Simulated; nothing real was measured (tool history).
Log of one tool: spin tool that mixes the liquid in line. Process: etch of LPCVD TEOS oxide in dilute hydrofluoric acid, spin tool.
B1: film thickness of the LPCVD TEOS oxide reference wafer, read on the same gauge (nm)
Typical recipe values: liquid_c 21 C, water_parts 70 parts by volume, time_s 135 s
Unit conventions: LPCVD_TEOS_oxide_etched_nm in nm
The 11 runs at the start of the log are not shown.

Run 12, day 32.012: usual settings; B1 30.04. Result: LPCVD_TEOS_oxide_etched_nm 50.06 nm.
Run 13, day 33.754: usual settings; B1 29.97. Result: LPCVD_TEOS_oxide_etched_nm 49.59 nm.
Run 14, day 37.746: usual settings but liquid_c 25 C, water_parts 85 parts by volume, time_s 185 s; B1 29.98. Result: LPCVD_TEOS_oxide_etched_nm 64.63 nm.
At day 38.333: gauge calibrated.
Run 15, day 40.762: usual settings but liquid_c 23 C, water_parts 105 parts by volume, time_s 160 s; B1 29.98. Result: LPCVD_TEOS_oxide_etched_nm 40.67 nm.
Run 16, day 44.433: usual settings but liquid_c 23 C; B1 30.03. Result: LPCVD_TEOS_oxide_etched_nm 54.18 nm.
At day 46.596: hydrofluoric acid flow meter replaced.
Run 17, day 48.242: usual settings; B1 29.98. Result: LPCVD_TEOS_oxide_etched_nm 49.59 nm.
Run 18, day 51.25: usual settings but time_s 60 s; B1 30. Result: LPCVD_TEOS_oxide_etched_nm 22.25 nm.
Run 19, day 55.117: usual settings but water_parts 95 parts by volume; B1 30. Result: LPCVD_TEOS_oxide_etched_nm 36.17 nm.
Run 20, day 56.925: usual settings but liquid_c 24.5 C, time_s 170 s; B1 29.99. Result: LPCVD_TEOS_oxide_etched_nm 72.35 nm.
Run 21, day 59.079: usual settings; B1 30.03. Result: LPCVD_TEOS_oxide_etched_nm 50.2 nm.
Run 22, day 61.175: usual settings; B1 30.01. Result: LPCVD_TEOS_oxide_etched_nm 50.1 nm.
Run 23, day 65.425: usual settings; B1 30.01. Result: LPCVD_TEOS_oxide_etched_nm 50.15 nm.
Run 24, day 68.696: usual settings but time_s 175 s; B1 29.99. Result: LPCVD_TEOS_oxide_etched_nm 66.23 nm.
Run 25, day 70.858: usual settings but water_parts 50 parts by volume, time_s 190 s; B1 30.04. Result: LPCVD_TEOS_oxide_etched_nm 102.45 nm.
Run 26, day 74.446: usual settings but liquid_c 18 C, water_parts 45 parts by volume, time_s 205 s; B1 29.99. Result: LPCVD_TEOS_oxide_etched_nm 108.81 nm.
Run 27, day 78.712: usual settings; B1 29.99. Result: LPCVD_TEOS_oxide_etched_nm 51.45 nm.
Run 28, day 82.846: usual settings; B1 30.01. Result: LPCVD_TEOS_oxide_etched_nm 50.71 nm.
Run 29, day 86.738: usual settings; B1 29.98. Result: LPCVD_TEOS_oxide_etched_nm 50.79 nm.
At day 86.888: thermometer replaced.
Run 30, day 89.7: usual settings but liquid_c 17 C, water_parts 45 parts by volume, time_s 105 s; B1 29.99. Result: LPCVD_TEOS_oxide_etched_nm 51.31 nm.
Run 31, day 93.35: usual settings but liquid_c 17.5 C, water_parts 45 parts by volume, time_s 180 s; B1 30.02. Result: LPCVD_TEOS_oxide_etched_nm 90.13 nm.
Run 32, day 97.617: usual settings but liquid_c 22.5 C; B1 29.98. Result: LPCVD_TEOS_oxide_etched_nm 52.44 nm.
Run 33, day 100.525: usual settings but water_parts 40 parts by volume, time_s 205 s; B1 29.97. Result: LPCVD_TEOS_oxide_etched_nm 136.06 nm.

Alternative continuations, all from the tool just after run 33; predict every row:
Run A, day 100.546: usual settings but liquid_c 23.5 C; B1 ?. Result: LPCVD_TEOS_oxide_etched_nm ?.
Run B, day 100.546: usual settings but time_s 100 s; B1 ?. Result: LPCVD_TEOS_oxide_etched_nm ?.
Run C, day 100.546: usual settings but time_s 195 s; B1 ?. Result: LPCVD_TEOS_oxide_etched_nm ?.
Run D, day 100.546: usual settings but water_parts 100 parts by volume, time_s 110 s; B1 ?. Result: LPCVD_TEOS_oxide_etched_nm ?.

run     B1  LPCVD_TEOS_oxide_etched_nm
  A  30.02                       55.04
  B  30.02                       36.79
  C  30.02                       71.75
  D  30.02                       27.35
Had the tool no hidden state, the same runs would have come out as:
run  LPCVD_TEOS_oxide_etched_nm
  A                       54.55
  B                       36.46
  C                       71.09
  D                        27.1

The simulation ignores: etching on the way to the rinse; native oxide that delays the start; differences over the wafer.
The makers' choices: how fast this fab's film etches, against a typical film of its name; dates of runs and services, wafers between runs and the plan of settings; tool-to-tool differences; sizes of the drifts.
